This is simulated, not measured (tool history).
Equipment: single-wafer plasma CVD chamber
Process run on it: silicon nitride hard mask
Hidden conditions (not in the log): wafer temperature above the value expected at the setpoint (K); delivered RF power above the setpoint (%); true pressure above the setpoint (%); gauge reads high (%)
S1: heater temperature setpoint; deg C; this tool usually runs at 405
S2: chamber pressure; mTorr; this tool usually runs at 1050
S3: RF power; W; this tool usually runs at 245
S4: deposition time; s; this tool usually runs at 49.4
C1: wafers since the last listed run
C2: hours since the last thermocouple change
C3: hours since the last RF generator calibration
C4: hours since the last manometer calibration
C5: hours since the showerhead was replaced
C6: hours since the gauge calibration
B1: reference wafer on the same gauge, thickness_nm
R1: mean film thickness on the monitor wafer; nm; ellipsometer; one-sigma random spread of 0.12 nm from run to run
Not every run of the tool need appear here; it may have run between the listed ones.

run	hour	S1	S2	S3	S4	C1	C2	C3	C4	C5	C6	B1	R1
1	0.0	405	1050	245	49.4	0	38.1	7.9	1689.7	5979.9	264.7	41.102	44.023
2	21.2	405	1050	245	49.4	281	59.3	29.1	1710.9	6001.1	285.9	41.121	43.769
3	39.9	405	1050	245	49.4	248	78.0	47.8	1729.6	6019.8	304.6	41.091	44.007
4	60.1	405	1050	245	49.4	268	98.2	68.0	1749.8	6040.0	324.8	41.082	43.665
5	73.8	405	1050	245	49.4	182	111.9	81.7	1763.5	6053.7	338.5	41.078	43.820
# hour 104.7: capacitance manometer re-zeroed and calibrated
6	105.2	405	1050	245	54.4	311	143.3	113.1	0.5	6085.1	369.9	41.110	47.292
7	134.2	414	1050	245	49.4	385	172.3	142.1	29.5	6114.1	398.9	41.114	42.819
8	149.9	405	1230	245	49.4	208	188.0	157.8	45.2	6129.8	414.6	41.131	45.734
9	167.5	405	1050	245	49.4	233	205.6	175.4	62.8	6147.4	432.2	41.072	43.035
10	199.0	405	1050	245	49.4	418	237.1	206.9	94.3	6178.9	463.7	41.134	42.983
11	217.7	412	1050	245	45.9	248	255.8	225.6	113.0	6197.6	482.4	41.102	39.824
12	243.4	405	1050	265	49.4	341	281.5	251.3	138.7	6223.3	508.1	41.102	45.652
13	277.2	401	1050	245	49.4	449	315.3	285.1	172.5	6257.1	541.9	41.086	42.969
# hour 309.9: capacitance manometer re-zeroed and calibrated, repeated, since the last time left the tool worse
14	311.2	405	1050	245	49.4	345	349.3	319.1	1.3	6291.1	575.9	41.099	44.696
15	339.2	397	1300	245	53.2	372	377.3	347.1	29.3	6319.1	603.9	41.094	51.820
# hour 340.2: gauge calibrated
# hour 367.2: showerhead replaced
16	368.3	419	1050	260	49.4	280	406.4	376.2	58.4	1.1	28.1	41.118	46.591
17	398.2	414	1050	195	56.5	397	436.3	406.1	88.3	31.0	58.0	41.121	42.444
18	412.1	405	1050	245	49.4	184	450.2	420.0	102.2	44.9	71.9	41.121	44.459
19	429.0	405	1050	245	44.3	224	467.1	436.9	119.1	61.8	88.8	41.116	40.172
20	442.0	405	1050	230	49.4	172	480.1	449.9	132.1	74.8	101.8	41.113	42.656
21	475.9	405	1050	245	49.4	450	514.0	483.8	166.0	108.7	135.7	41.082	44.778
22	495.8	405	900	245	49.4	264	533.9	503.7	185.9	128.6	155.6	41.108	42.347
23	524.6	405	1050	270	45.6	382	562.7	532.5	214.7	157.4	184.4	41.110	44.368
24	553.1	412	820	210	44.6	378	591.2	561.0	243.2	185.9	212.9	41.105	32.535
25	588.8	417	1050	245	49.4	474	626.9	596.7	278.9	221.6	248.6	41.087	44.266
26	622.3	405	1120	245	49.4	445	660.4	630.2	312.4	255.1	282.1	41.078	45.831
27	649.7	405	1050	245	49.4	364	687.8	657.6	339.8	282.5	309.5	41.103	44.975

Consider 5 possible next runs. They are alternatives, not a sequence: every one starts from the tool as it was left by run 27. What does each give?
A	650.1	410	1050	245	49.4	5	688.2	658.0	340.2	282.9	309.9	?	?
B	650.1	411	1140	275	49.4	5	688.2	658.0	340.2	282.9	309.9	?	?
C	650.1	405	900	215	49.4	5	688.2	658.0	340.2	282.9	309.9	?	?
D	650.1	405	1050	260	49.4	5	688.2	658.0	340.2	282.9	309.9	?	?
E	650.1	393	1050	200	49.4	5	688.2	658.0	340.2	282.9	309.9	?	?

run	B1	R1
A	41.124	44.394
B	41.124	49.773
C	41.124	37.980
D	41.124	46.517
E	41.124	38.211
Without the tool's unlogged condition, the same runs would have read:
run	R1
A	44.409
B	49.790
C	37.995
D	46.534
E	38.225
